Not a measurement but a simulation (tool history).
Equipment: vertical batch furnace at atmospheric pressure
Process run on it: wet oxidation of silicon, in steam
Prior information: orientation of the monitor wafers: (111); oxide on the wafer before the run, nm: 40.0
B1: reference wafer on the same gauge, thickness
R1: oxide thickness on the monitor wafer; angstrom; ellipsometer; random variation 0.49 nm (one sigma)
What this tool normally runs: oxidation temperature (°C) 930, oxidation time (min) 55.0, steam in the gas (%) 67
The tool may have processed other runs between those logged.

{"run": 1, "day": 0.0, "oxidation temperature (°C)": 930, "oxidation time (min)": 55.0, "steam in the gas (%)": 67, "B1": 246.02, "R1": 2345.0}
{"run": 2, "day": 0.346, "oxidation temperature (°C)": 930, "oxidation time (min)": 55.0, "steam in the gas (%)": 67, "B1": 246.0, "R1": 2348.4}
{"run": 3, "day": 1.138, "oxidation temperature (°C)": 930, "oxidation time (min)": 55.0, "steam in the gas (%)": 67, "B1": 245.87, "R1": 2352.3}
{"run": 4, "day": 1.517, "oxidation temperature (°C)": 930, "oxidation time (min)": 55.0, "steam in the gas (%)": 67, "B1": 246.07, "R1": 2345.3}
{"run": 5, "day": 1.838, "oxidation temperature (°C)": 930, "oxidation time (min)": 55.0, "steam in the gas (%)": 67, "B1": 246.16, "R1": 2348.9}
{"run": 6, "day": 2.696, "oxidation temperature (°C)": 930, "oxidation time (min)": 55.0, "steam in the gas (%)": 67, "B1": 245.92, "R1": 2339.8}
{"run": 7, "day": 3.362, "oxidation temperature (°C)": 930, "oxidation time (min)": 55.0, "steam in the gas (%)": 67, "B1": 245.88, "R1": 2340.6}
{"day": 4.812, "done": "thermocouples replaced and temperature profile calibrated"}
{"run": 8, "day": 4.833, "oxidation temperature (°C)": 930, "oxidation time (min)": 68.0, "steam in the gas (%)": 67, "B1": 245.95, "R1": 2694.6}
{"run": 9, "day": 5.038, "oxidation temperature (°C)": 930, "oxidation time (min)": 68.0, "steam in the gas (%)": 67, "B1": 246.01, "R1": 2696.9}
{"run": 10, "day": 5.242, "oxidation temperature (°C)": 930, "oxidation time (min)": 68.0, "steam in the gas (%)": 67, "B1": 246.08, "R1": 2689.7}
{"run": 11, "day": 5.446, "oxidation temperature (°C)": 930, "oxidation time (min)": 55.0, "steam in the gas (%)": 67, "B1": 245.81, "R1": 2337.6}
{"run": 12, "day": 5.908, "oxidation temperature (°C)": 930, "oxidation time (min)": 55.0, "steam in the gas (%)": 67, "B1": 246.32, "R1": 2339.5}
{"run": 13, "day": 6.704, "oxidation temperature (°C)": 930, "oxidation time (min)": 55.0, "steam in the gas (%)": 67, "B1": 245.87, "R1": 2348.6}
{"day": 8.229, "done": "gauge calibrated"}
{"run": 14, "day": 8.633, "oxidation temperature (°C)": 930, "oxidation time (min)": 55.0, "steam in the gas (%)": 67, "B1": 246.16, "R1": 2339.4}
{"run": 15, "day": 9.112, "oxidation temperature (°C)": 930, "oxidation time (min)": 55.0, "steam in the gas (%)": 67, "B1": 245.92, "R1": 2337.8}
{"run": 16, "day": 9.608, "oxidation temperature (°C)": 918, "oxidation time (min)": 55.0, "steam in the gas (%)": 67, "B1": 246.02, "R1": 2124.5}
{"run": 17, "day": 10.204, "oxidation temperature (°C)": 930, "oxidation time (min)": 55.0, "steam in the gas (%)": 67, "B1": 245.71, "R1": 2337.6}
{"run": 18, "day": 10.592, "oxidation temperature (°C)": 938, "oxidation time (min)": 33.0, "steam in the gas (%)": 74, "B1": 246.28, "R1": 1898.0}
{"run": 19, "day": 11.042, "oxidation temperature (°C)": 945, "oxidation time (min)": 74.5, "steam in the gas (%)": 67, "B1": 246.08, "R1": 3178.5}
{"run": 20, "day": 11.35, "oxidation temperature (°C)": 950, "oxidation time (min)": 47.5, "steam in the gas (%)": 56, "B1": 245.97, "R1": 2188.8}
{"run": 21, "day": 11.871, "oxidation temperature (°C)": 930, "oxidation time (min)": 55.0, "steam in the gas (%)": 67, "B1": 246.12, "R1": 2323.2}
{"day": 13.579, "done": "steam generator serviced"}
{"run": 22, "day": 13.6, "oxidation temperature (°C)": 930, "oxidation time (min)": 55.0, "steam in the gas (%)": 67, "B1": 245.88, "R1": 2420.6}
{"run": 23, "day": 13.8, "oxidation temperature (°C)": 930, "oxidation time (min)": 55.0, "steam in the gas (%)": 67, "B1": 246.32, "R1": 2415.0}
{"run": 24, "day": 14.004, "oxidation temperature (°C)": 942, "oxidation time (min)": 36.0, "steam in the gas (%)": 61, "B1": 246.04, "R1": 1880.7}
{"run": 25, "day": 14.208, "oxidation temperature (°C)": 930, "oxidation time (min)": 55.0, "steam in the gas (%)": 67, "B1": 245.68, "R1": 2418.7}
{"run": 26, "day": 15.008, "oxidation temperature (°C)": 930, "oxidation time (min)": 30.5, "steam in the gas (%)": 67, "B1": 245.95, "R1": 1645.4}
{"run": 27, "day": 15.442, "oxidation temperature (°C)": 930, "oxidation time (min)": 73.0, "steam in the gas (%)": 67, "B1": 246.02, "R1": 2914.9}
{"run": 28, "day": 15.904, "oxidation temperature (°C)": 941, "oxidation time (min)": 36.5, "steam in the gas (%)": 63, "B1": 246.0, "R1": 1933.8}
{"run": 29, "day": 16.579, "oxidation temperature (°C)": 909, "oxidation time (min)": 38.5, "steam in the gas (%)": 67, "B1": 246.13, "R1": 1611.7}
{"run": 30, "day": 17.275, "oxidation temperature (°C)": 930, "oxidation time (min)": 55.0, "steam in the gas (%)": 67, "B1": 246.07, "R1": 2415.4}
{"run": 31, "day": 17.879, "oxidation temperature (°C)": 948, "oxidation time (min)": 31.5, "steam in the gas (%)": 67, "B1": 246.25, "R1": 1925.1}
{"run": 32, "day": 18.421, "oxidation temperature (°C)": 930, "oxidation time (min)": 47.0, "steam in the gas (%)": 67, "B1": 245.8, "R1": 2179.7}
{"run": 33, "day": 18.925, "oxidation temperature (°C)": 942, "oxidation time (min)": 55.0, "steam in the gas (%)": 75, "B1": 245.89, "R1": 2844.3}
{"run": 34, "day": 19.3, "oxidation temperature (°C)": 910, "oxidation time (min)": 55.0, "steam in the gas (%)": 67, "B1": 245.99, "R1": 2064.3}
{"run": 35, "day": 19.883, "oxidation temperature (°C)": 950, "oxidation time (min)": 47.0, "steam in the gas (%)": 72, "B1": 246.24, "R1": 2648.5}
{"run": 36, "day": 20.625, "oxidation temperature (°C)": 930, "oxidation time (min)": 40.0, "steam in the gas (%)": 62, "B1": 245.87, "R1": 1857.4}
{"run": 37, "day": 21.275, "oxidation temperature (°C)": 910, "oxidation time (min)": 55.0, "steam in the gas (%)": 74, "B1": 246.07, "R1": 2205.6}
{"run": 38, "day": 21.683, "oxidation temperature (°C)": 951, "oxidation time (min)": 55.0, "steam in the gas (%)": 60, "B1": 246.06, "R1": 2631.4}
{"run": 39, "day": 22.079, "oxidation temperature (°C)": 943, "oxidation time (min)": 41.0, "steam in the gas (%)": 62, "B1": 245.92, "R1": 2084.6}

Measured result minus the same run's result without the hidden state. Both carry the same run-to-run variation, though not necessarily the same gauge scatter:
The tool's hidden condition here consists of: true tube temperature minus thermocouple reading, K; steam share off its setpoint, % of the setpoint; gauge reads high (%).
run=1 R1=-80.7
run=2 R1=-81.2
run=3 R1=-82.5
run=4 R1=-82.7
run=5 R1=-83.3
run=6 R1=-84.1
run=7 R1=-85.1
run=8 R1=-100.6
run=9 R1=-100.9
run=10 R1=-100.9
run=11 R1=-87.9
run=12 R1=-88.6
run=13 R1=-90.1
run=14 R1=-92.4
run=15 R1=-93.1
run=16 R1=-85.8
run=17 R1=-94.6
run=18 R1=-75.6
run=19 R1=-128.0
run=20 R1=-88.1
run=21 R1=-96.6
run=22 R1=-7.5
run=23 R1=-7.5
run=24 R1=-5.7
run=25 R1=-7.5
run=26 R1=-4.9
run=27 R1=-9.1
run=28 R1=-5.9
run=29 R1=-5.0
run=30 R1=-7.6
run=31 R1=-5.9
run=32 R1=-6.9
run=33 R1=-8.9
run=34 R1=-6.6
run=35 R1=-8.2
run=36 R1=-5.9
run=37 R1=-7.3
run=38 R1=-8.3
run=39 R1=-6.7

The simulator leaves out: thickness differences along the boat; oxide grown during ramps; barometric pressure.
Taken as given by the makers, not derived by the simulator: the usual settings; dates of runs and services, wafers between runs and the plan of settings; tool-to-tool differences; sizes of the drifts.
